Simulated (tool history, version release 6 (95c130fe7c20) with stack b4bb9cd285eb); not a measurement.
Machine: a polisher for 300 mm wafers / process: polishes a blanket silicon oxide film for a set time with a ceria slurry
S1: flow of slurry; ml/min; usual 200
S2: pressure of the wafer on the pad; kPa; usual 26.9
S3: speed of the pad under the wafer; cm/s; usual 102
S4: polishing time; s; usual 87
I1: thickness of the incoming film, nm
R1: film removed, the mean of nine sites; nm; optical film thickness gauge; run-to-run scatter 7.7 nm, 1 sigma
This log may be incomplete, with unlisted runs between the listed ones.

run	hour	S1	S2	S3	S4	I1	R1
1	0.0	200	26.9	102	87	1557.3	596.6
2	16.7	200	26.9	102	87	1541.0	595.6
3	30.8	160	26.9	102	87	1556.1	575.3
4	41.0	160	26.9	102	87	1558.6	564.8
5	55.3	200	26.9	102	87	1570.1	598.9
# hour 61.9: worn pad replaced by a new one
6	72.1	200	26.9	76	87	1518.2	450.1
7	84.7	200	33.8	102	87	1577.2	738.3
# hour 87.6: head pressure recalibrated
8	95.4	200	26.9	102	87	1556.3	595.3
9	109.6	200	26.9	102	87	1548.5	600.2
# hour 115.4: slurry nozzle cleaned
10	122.7	200	31.7	102	69	1543.5	545.1
# hour 126.9: worn pad replaced by a new one
11	134.3	200	30.3	102	87	1577.5	681.5
12	147.8	230	34.5	124	87	1552.4	922.0
13	154.4	200	30.3	102	87	1520.7	673.2
14	165.6	200	24.1	102	87	1562.8	533.1
15	177.7	200	26.9	66	87	1559.6	411.1

Here are 4 independent what-if runs from the current tool condition. What would each one return?
A	178.1	200	26.9	102	87	1521.4	?
B	178.1	135	26.9	102	87	1521.4	?
C	178.1	200	22.1	102	87	1521.4	?
D	178.1	235	26.9	102	87	1521.4	?

run	R1
A	592.7
B	551.4
C	486.3
D	605.5
Had the tool no hidden state, the same runs would have come out as:
run	R1
A	592.7
B	551.4
C	486.3
D	605.5
